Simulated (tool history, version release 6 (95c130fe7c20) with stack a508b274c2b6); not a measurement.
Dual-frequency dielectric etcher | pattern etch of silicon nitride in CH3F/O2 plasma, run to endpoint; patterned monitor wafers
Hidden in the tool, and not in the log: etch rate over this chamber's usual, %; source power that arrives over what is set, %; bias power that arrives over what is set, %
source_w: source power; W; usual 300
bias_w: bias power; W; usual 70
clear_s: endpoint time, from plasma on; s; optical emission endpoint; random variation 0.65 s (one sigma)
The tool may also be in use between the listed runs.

run,hour,source_w,bias_w,wafers since the last listed run,hours since the last wet clean,hours since the last source power generator calibration,hours since the last bias power generator calibration,hours since the last upper electrode change,"incoming incoming film thickness, nm",clear_s
1,0.0,260,70,0,422.9,2372.3,2541.9,2732.8,94.8,143.3
2,15.0,260,70,96,437.9,2387.3,2556.9,2747.8,94.2,141.3
3,26.4,270,70,73,449.3,2398.7,2568.3,2759.2,94.2,140.0
4,37.0,270,70,68,459.9,2409.3,2578.9,2769.8,94.8,139.8
5,47.9,300,70,70,470.8,2420.2,2589.8,2780.7,94.5,135.7
6,55.2,300,70,46,478.1,2427.5,2597.1,2788.0,94.3,135.4
7,71.3,300,62,103,494.2,2443.6,2613.2,2804.1,94.5,141.1
# hour 99.7: wet clean of the chamber
8,100.2,300,62,31,0.5,2472.5,2642.1,2833.0,95.0,137.0
9,100.6,300,62,2,0.9,2472.9,2642.5,2833.4,95.1,135.6
# hour 105.3: bias power generator calibrated
10,108.2,300,70,23,8.5,2480.5,2.9,2841.0,94.1,130.0
11,116.6,300,77,54,16.9,2488.9,11.3,2849.4,94.7,127.8
12,132.9,280,70,104,33.2,2505.2,27.6,2865.7,94.3,134.0

Run 13 comes next. What will it give?
13,141.9,300,70,57,42.2,2514.2,36.6,2874.7,94.4,?

clear_s: 131.1 s
Without the tool's hidden state the same run would have given clear_s 130.1 s.
